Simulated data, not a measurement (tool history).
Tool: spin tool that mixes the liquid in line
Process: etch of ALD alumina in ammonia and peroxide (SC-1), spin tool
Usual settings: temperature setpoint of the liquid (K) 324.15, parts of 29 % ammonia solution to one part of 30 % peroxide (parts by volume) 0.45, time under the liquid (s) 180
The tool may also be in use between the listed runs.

run	hour	temperature setpoint of the liquid (K)	parts of 29 % ammonia solution to one part of 30 % peroxide (parts by volume)	time under the liquid (s)	read-back film thickness of the ALD alumina reference wafer, read on the same gauge (nm)	thickness taken off the ALD alumina on a monitor wafer (angstrom)
1	0	324.15	0.45	180	80.01	99.4
2	37.1	324.15	0.45	180	80.01	101.4
3	50.8	324.15	0.45	130	79.98	71.8
4	57.1	324.15	0.35	240	80	130.5
5	65.1	324.15	0.45	180	79.99	101
6	78.3	330.65	0.35	245	79.99	191.6
7	87.5	331.15	0.35	240	80	191.8
8	105	320.15	0.5	140	80	62.9
# hour 108.2: thermometer replaced
# hour 110.8: new drum of ammonia solution connected
9	120.5	324.15	0.45	180	79.99	111.2
10	136.8	319.65	0.35	275	80.02	129.9
11	151.3	327.65	0.3	250	79.97	182.6
12	161.5	324.15	0.45	180	79.97	111.9
13	168.6	319.15	0.35	250	80	115.5
14	174.9	315.65	0.45	180	80.01	68.8
15	181.1	324.15	0.45	180	80.02	112.7
16	191.2	324.15	0.6	255	80.01	162.8
17	198.2	324.15	0.45	80	80	50.2
18	206.5	330.65	0.35	245	80.03	211.7
19	217.1	329.15	0.35	255	79.98	204.7
20	224.8	324.15	0.45	180	80.02	113.4
21	240.7	329.15	0.45	180	79.98	147.6
22	248.7	324.15	0.45	180	80.01	112.7
23	259	324.15	0.45	180	80.01	111.9

Forecast run 24:
24	271	332.65	0.4	235	?	?

Run 24 gave read-back film thickness of the ALD alumina reference wafer, read on the same gauge (nm) 79.98, thickness taken off the ALD alumina on a monitor wafer (angstrom) 229.5.
Without the tool's hidden state the same run would have given thickness taken off the ALD alumina on a monitor wafer (angstrom) 231.8.

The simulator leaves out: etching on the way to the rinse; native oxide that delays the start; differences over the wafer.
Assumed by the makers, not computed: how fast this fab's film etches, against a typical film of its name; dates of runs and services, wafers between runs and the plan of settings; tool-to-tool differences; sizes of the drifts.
